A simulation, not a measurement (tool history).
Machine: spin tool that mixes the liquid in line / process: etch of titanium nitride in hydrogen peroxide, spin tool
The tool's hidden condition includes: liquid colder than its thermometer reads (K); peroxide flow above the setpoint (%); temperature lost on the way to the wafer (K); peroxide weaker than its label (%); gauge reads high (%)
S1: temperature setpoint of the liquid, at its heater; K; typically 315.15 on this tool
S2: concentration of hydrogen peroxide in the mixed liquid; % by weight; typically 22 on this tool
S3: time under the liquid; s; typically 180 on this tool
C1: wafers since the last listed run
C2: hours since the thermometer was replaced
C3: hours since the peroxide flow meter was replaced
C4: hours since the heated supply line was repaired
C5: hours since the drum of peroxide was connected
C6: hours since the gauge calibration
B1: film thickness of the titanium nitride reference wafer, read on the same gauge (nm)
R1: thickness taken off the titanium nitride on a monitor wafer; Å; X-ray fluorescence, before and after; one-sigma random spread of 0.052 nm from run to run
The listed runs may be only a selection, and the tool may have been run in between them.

{"run": 1, "day": 0.0, "S1": 315.15, "S2": 22, "S3": 180, "C1": 0, "C2": 790.8, "C3": 2053.2, "C4": 1562.6, "C5": 342.7, "C6": 799.2, "B1": 110.01, "R1": 66.1}
{"run": 2, "day": 0.738, "S1": 315.15, "S2": 22, "S3": 180, "C1": 140, "C2": 808.5, "C3": 2070.9, "C4": 1580.3, "C5": 360.4, "C6": 816.9, "B1": 110, "R1": 67.4}
{"day": 1.162, "done": "new drum of peroxide connected"}
{"run": 3, "day": 1.908, "S1": 315.15, "S2": 22, "S3": 180, "C1": 214, "C2": 836.6, "C3": 2099, "C4": 1608.4, "C5": 17.9, "C6": 845, "B1": 109.99, "R1": 66.4}
{"run": 4, "day": 2.712, "S1": 315.15, "S2": 22, "S3": 245, "C1": 152, "C2": 855.9, "C3": 2118.3, "C4": 1627.7, "C5": 37.2, "C6": 864.3, "B1": 110.03, "R1": 90.3}
{"run": 5, "day": 4.196, "S1": 315.15, "S2": 22, "S3": 180, "C1": 281, "C2": 891.5, "C3": 2153.9, "C4": 1663.3, "C5": 72.8, "C6": 899.9, "B1": 110, "R1": 65.6}
{"run": 6, "day": 5.3, "S1": 309.15, "S2": 25.5, "S3": 275, "C1": 209, "C2": 918, "C3": 2180.4, "C4": 1689.8, "C5": 99.3, "C6": 926.4, "B1": 110.04, "R1": 66}
{"day": 5.417, "done": "thermometer replaced"}
{"run": 7, "day": 6.388, "S1": 307.65, "S2": 22, "S3": 75, "C1": 198, "C2": 23.3, "C3": 2206.5, "C4": 1715.9, "C5": 125.4, "C6": 952.5, "B1": 110.01, "R1": 15.3}
{"run": 8, "day": 7.617, "S1": 315.15, "S2": 22, "S3": 180, "C1": 233, "C2": 52.8, "C3": 2236, "C4": 1745.4, "C5": 154.9, "C6": 982, "B1": 110, "R1": 66}
{"run": 9, "day": 8.433, "S1": 315.15, "S2": 22, "S3": 180, "C1": 155, "C2": 72.4, "C3": 2255.6, "C4": 1765, "C5": 174.5, "C6": 1001.6, "B1": 109.98, "R1": 65.8}
{"day": 9.212, "done": "peroxide flow meter replaced"}
{"run": 10, "day": 9.638, "S1": 320.65, "S2": 22, "S3": 180, "C1": 220, "C2": 101.3, "C3": 10.2, "C4": 1793.9, "C5": 203.4, "C6": 1030.5, "B1": 109.99, "R1": 100.4}
{"run": 11, "day": 10.3, "S1": 315.15, "S2": 19.5, "S3": 180, "C1": 125, "C2": 117.2, "C3": 26.1, "C4": 1809.8, "C5": 219.3, "C6": 1046.4, "B1": 109.98, "R1": 65}
{"run": 12, "day": 11.062, "S1": 315.15, "S2": 22, "S3": 180, "C1": 144, "C2": 135.5, "C3": 44.4, "C4": 1828.1, "C5": 237.6, "C6": 1064.7, "B1": 109.97, "R1": 65.5}
{"day": 14.079, "done": "gauge calibrated"}
{"run": 13, "day": 15.0, "S1": 315.15, "S2": 22, "S3": 180, "C1": 747, "C2": 230, "C3": 138.9, "C4": 1922.6, "C5": 332.1, "C6": 22.1, "B1": 110.01, "R1": 65.4}
{"run": 14, "day": 15.967, "S1": 325.15, "S2": 22, "S3": 180, "C1": 183, "C2": 253.2, "C3": 162.1, "C4": 1945.8, "C5": 355.3, "C6": 45.3, "B1": 110.04, "R1": 137.7}

For run 15, what comes out?
{"day": 16.033, "done": "new drum of peroxide connected"}
{"day": 16.125, "done": "heated supply line repaired"}
{"run": 15, "day": 17.046, "S1": 315.15, "S2": 22, "S3": 110, "C1": 189, "C2": 279.1, "C3": 188, "C4": 22.1, "C5": 24.3, "C6": 71.2, "B1": "?", "R1": "?"}

Run 15 came out at B1 110.03, R1 43.1 Å.
On a tool with no hidden condition, and with the same random variation, this run would have come out at R1 43.4 Å.

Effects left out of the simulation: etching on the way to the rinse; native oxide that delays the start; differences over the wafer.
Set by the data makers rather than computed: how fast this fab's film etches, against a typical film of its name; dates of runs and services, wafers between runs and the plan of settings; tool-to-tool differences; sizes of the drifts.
